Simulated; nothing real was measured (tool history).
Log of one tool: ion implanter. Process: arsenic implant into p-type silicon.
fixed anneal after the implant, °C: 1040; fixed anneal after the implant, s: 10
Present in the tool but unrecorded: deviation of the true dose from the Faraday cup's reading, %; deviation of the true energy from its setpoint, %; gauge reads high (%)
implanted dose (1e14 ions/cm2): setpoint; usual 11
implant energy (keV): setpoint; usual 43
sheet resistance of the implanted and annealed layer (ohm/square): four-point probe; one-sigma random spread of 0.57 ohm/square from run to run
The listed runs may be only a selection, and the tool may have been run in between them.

run,hour,implanted dose (1e14 ions/cm2),implant energy (keV),wafers since the last listed run,hours since the last dose calibration,hours since the extraction supply was calibrated,hours since the gauge calibration,"read-back reference wafer on the same gauge, sheet resistance",sheet resistance of the implanted and annealed layer (ohm/square)
1,0,11,43,0,206.7,4291.9,72,107.15,103.63
2,25.5,11,43,598,232.2,4317.4,97.5,106.95,103.74
3,41.2,11,43,368,247.9,4333.1,113.2,107.05,103.13
4,70.7,11,43,692,277.4,4362.6,142.7,107.05,103.45
5,104.3,11,43,788,311,4396.2,176.3,106.96,103.44
6,127.8,11,43,551,334.5,4419.7,199.8,106.93,102.62
7,144.6,11,43,394,351.3,4436.5,216.6,106.95,103.47
8,166.1,11,43,504,372.8,4458,238.1,107.08,104.32
9,184.7,11,43,436,391.4,4476.6,256.7,107.02,104.06
# hour 246.2: gauge calibrated
10,292.7,11,43,2534,499.4,4584.6,46.5,106.97,104.98
11,323.5,13.62,29.5,722,530.2,4615.4,77.3,106.92,102.75
# hour 339: extraction supply calibrated
12,374.7,11,43,1013,581.4,35.7,128.5,106.98,105.95
13,394.8,13.04,43,471,601.5,55.8,148.6,106.89,94.86
14,416.9,11.99,29,518,623.6,77.9,170.7,107,108.92
# hour 427: Faraday cup replaced and dose calibrated
15,438,11,32.5,307,11,99,191.8,106.97,109.21
16,467,9.77,54.5,680,40,128,220.8,106.97,107.61
17,483.1,12.53,55,377,56.1,144.1,236.9,107.01,90
18,514.3,11,43,732,87.3,175.3,268.1,106.97,103.1
19,532.1,11,31,417,105.1,193.1,285.9,106.95,110.39
20,554.6,7.81,52,528,127.6,215.6,308.4,107.04,126.4

Describe how what the log doesn't record of the tool's condition differs between the last listed run preceding each entry between runs and the first listed run following it.
Between runs 9 and 10: gauge calibrated (hour 246.2)
  deviation of the true dose from the Faraday cup's reading, %: -1.14 -> -2.25
  measured minus no-state result, sheet resistance of the implanted and annealed layer (ohm/square): +0.76 -> +1.53
Between runs 11 and 12: extraction supply calibrated (hour 339)
  deviation of the true dose from the Faraday cup's reading, %: -2.62 -> -3.28
  measured minus no-state result, sheet resistance of the implanted and annealed layer (ohm/square): +1.27 -> +2.25
Between runs 14 and 15: Faraday cup replaced and dose calibrated (hour 427)
  deviation of the true dose from the Faraday cup's reading, %: -3.86 -> -0.584
  measured minus no-state result, sheet resistance of the implanted and annealed layer (ohm/square): +2.28 -> +0.38
